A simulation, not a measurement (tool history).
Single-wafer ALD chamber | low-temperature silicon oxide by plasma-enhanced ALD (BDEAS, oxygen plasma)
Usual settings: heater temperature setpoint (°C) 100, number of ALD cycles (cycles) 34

run,day,heater temperature setpoint (°C),number of ALD cycles (cycles),"read-back reference wafer on the same gauge, thickness_nm",mean film thickness on the monitor wafer (Å)
1,0.000,91,34,5.989,51.92
2,0.558,91,34,5.991,52.09
3,1.000,100,35,5.990,51.95
4,1.479,100,34,5.989,50.01
5,1.812,100,34,5.987,50.19
6,2.121,100,34,5.990,50.23
7,2.521,100,34,5.990,50.17
8,3.250,107,32,5.989,46.53
9,3.658,107,32,5.988,46.56
10,4.258,107,32,5.991,46.56
11,4.575,100,34,5.988,50.24
12,4.862,100,34,5.986,50.30
13,5.325,100,34,5.993,50.18
14,5.942,92,39,5.988,59.46
15,7.696,100,34,5.994,50.33
# day 8.354: thermocouple changed; heater temperature recalibrated
16,8.375,100,34,5.995,50.15
17,8.492,100,31,5.990,45.64
18,9.179,100,31,5.988,45.76
19,9.775,108,41,5.989,59.67
20,10.250,100,34,5.988,50.45
21,10.917,90,34,5.994,51.96
22,11.221,94,34,5.990,51.52
23,11.500,100,34,5.993,50.16
24,12.008,100,34,5.989,50.08
25,13.975,114,31,5.991,44.44
26,14.579,88,38,5.994,58.76
# day 14.867: gauge calibrated
27,15.262,88,41,5.991,63.53
28,15.600,100,34,5.990,50.32
29,16.088,93,28,5.989,42.57

Run 30 comes next. What will it give?
30,16.550,93,39,?,?

read-back reference wafer on the same gauge, thickness_nm: 5.991
mean film thickness on the monitor wafer (Å): 59.23
Without the tool's hidden state the same run would have given mean film thickness on the monitor wafer (Å) 59.23.

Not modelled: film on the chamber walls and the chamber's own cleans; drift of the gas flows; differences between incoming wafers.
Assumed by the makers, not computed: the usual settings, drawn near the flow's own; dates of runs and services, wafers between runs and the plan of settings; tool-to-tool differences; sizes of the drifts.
